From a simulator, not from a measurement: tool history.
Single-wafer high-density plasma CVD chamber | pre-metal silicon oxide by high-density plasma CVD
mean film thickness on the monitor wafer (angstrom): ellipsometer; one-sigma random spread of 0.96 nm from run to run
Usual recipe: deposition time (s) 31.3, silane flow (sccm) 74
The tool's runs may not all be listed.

run	hour	deposition time (s)	silane flow (sccm)	wafers since the last listed run	hours since the silane flow controller was replaced	hours since the gauge calibration	read-back reference wafer on the same gauge, thickness_nm	mean film thickness on the monitor wafer (angstrom)
1	0	31.3	74	0	1405.7	172.2	225.014	2290.09
2	30.2	31.3	74	750	1435.9	202.4	224.45	2279.15
3	46.3	34.4	74	399	1452	218.5	225.338	2526.61
4	70.1	34.4	74	591	1475.8	242.3	224.614	2488.03
5	102.7	34.4	74	809	1508.4	274.9	224.492	2513.25
6	116.9	35.7	81	352	1522.6	289.1	224.989	2767.18
7	131.2	35.7	81	355	1536.9	303.4	225.338	2760.56
8	149.3	31.3	74	449	1555	321.5	224.864	2281.19
9	179.2	35.1	74	742	1584.9	351.4	224.736	2556.81
10	208.4	35.1	74	725	1614.1	380.6	224.445	2542.43
11	230.3	33.4	74	543	1636	402.5	225.148	2433.5
12	244	33.4	74	340	1649.7	416.2	224.662	2427.46
13	261.3	33.4	74	429	1667	433.5	224.919	2432.77
14	283	31.3	74	538	1688.7	455.2	224.995	2260.21
15	296.2	31.3	74	327	1701.9	468.4	225.102	2273.85
16	331	31.3	74	864	1736.7	503.2	224.937	2274.05
17	344.1	31.3	74	325	1749.8	516.3	225.154	2270.46
18	363.3	31.3	74	476	1769	535.5	225.36	2262.74
19	395.7	31.3	74	804	1801.4	567.9	225.261	2253.79
20	409.7	31.3	74	347	1815.4	581.9	225.245	2264.63
21	447.9	35.9	67	948	1853.6	620.1	224.866	2456.33
# hour 462.6: silane flow controller replaced
22	480.7	28	74	615	18.1	652.9	224.841	2086.28
23	506.4	31.3	74	638	43.8	678.6	225.489	2337.78
24	524.8	27.4	66	456	62.2	697	225.001	1911.69
25	558.8	26.6	81	844	96.2	731	225.561	2103.06
26	584.2	31.3	74	630	121.6	756.4	225.119	2338.39
# hour 608: gauge calibrated
27	612.4	28.7	80	700	149.8	4.4	225.109	2243.45
28	646.9	31.3	74	856	184.3	38.9	224.964	2325.47
29	672.2	29.1	78	628	209.6	64.2	225.256	2229.24
30	701.5	31.3	74	727	238.9	93.5	225.451	2329.95
31	727.8	34.1	68	653	265.2	119.8	224.966	2423.25
32	789.7	37.6	62	1537	327.1	181.7	225.098	2520.95
33	816.4	26.5	80	663	353.8	208.4	224.941	2073.15
34	837.6	25.4	80	526	375	229.6	225.127	1986.96
35	861.1	37.6	65	583	398.5	253.1	225.35	2606.61
36	880.8	28.1	83	489	418.2	272.8	224.726	2250.2
37	911.5	28.9	64	762	448.9	303.5	225.077	1974.06
38	937.9	26.5	80	655	475.3	329.9	225.211	2063.42
39	956	27	66	449	493.4	348	225.006	1892.36
40	990	25.1	74	844	527.4	382	225.129	1865.66
41	1006.4	33.4	82	407	543.8	398.4	224.472	2652.8

Measured less the same run without the tool's hidden state. The same run-to-run variation is in both; the gauge's scatter may not be:
What the log doesn't record here: delivered silane flow above the setpoint (%); gauge reads high (%).
run	mean film thickness on the monitor wafer (angstrom)
1	-51.98
2	-53.95
3	-61.15
4	-62.19
5	-65.6
6	-73.59
7	-74.79
8	-63.27
9	-73.66
10	-75.97
11	-74.71
12	-75.77
13	-77.55
14	-73.95
15	-75.57
16	-78.73
17	-79.81
18	-81.31
19	-84.03
20	-85.78
21	-97.06
22	-8.28
23	-9.32
24	-7.66
25	-8.54
26	-9.65
27	-9.44
28	-10.08
29	-9.9
30	-10.69
31	-11.47
32	-12.94
33	-11.06
34	-10.93
35	-14.86
36	-13.22
37	-12.18
38	-13.28
39	-12.55
40	-13.07
41	-19.11

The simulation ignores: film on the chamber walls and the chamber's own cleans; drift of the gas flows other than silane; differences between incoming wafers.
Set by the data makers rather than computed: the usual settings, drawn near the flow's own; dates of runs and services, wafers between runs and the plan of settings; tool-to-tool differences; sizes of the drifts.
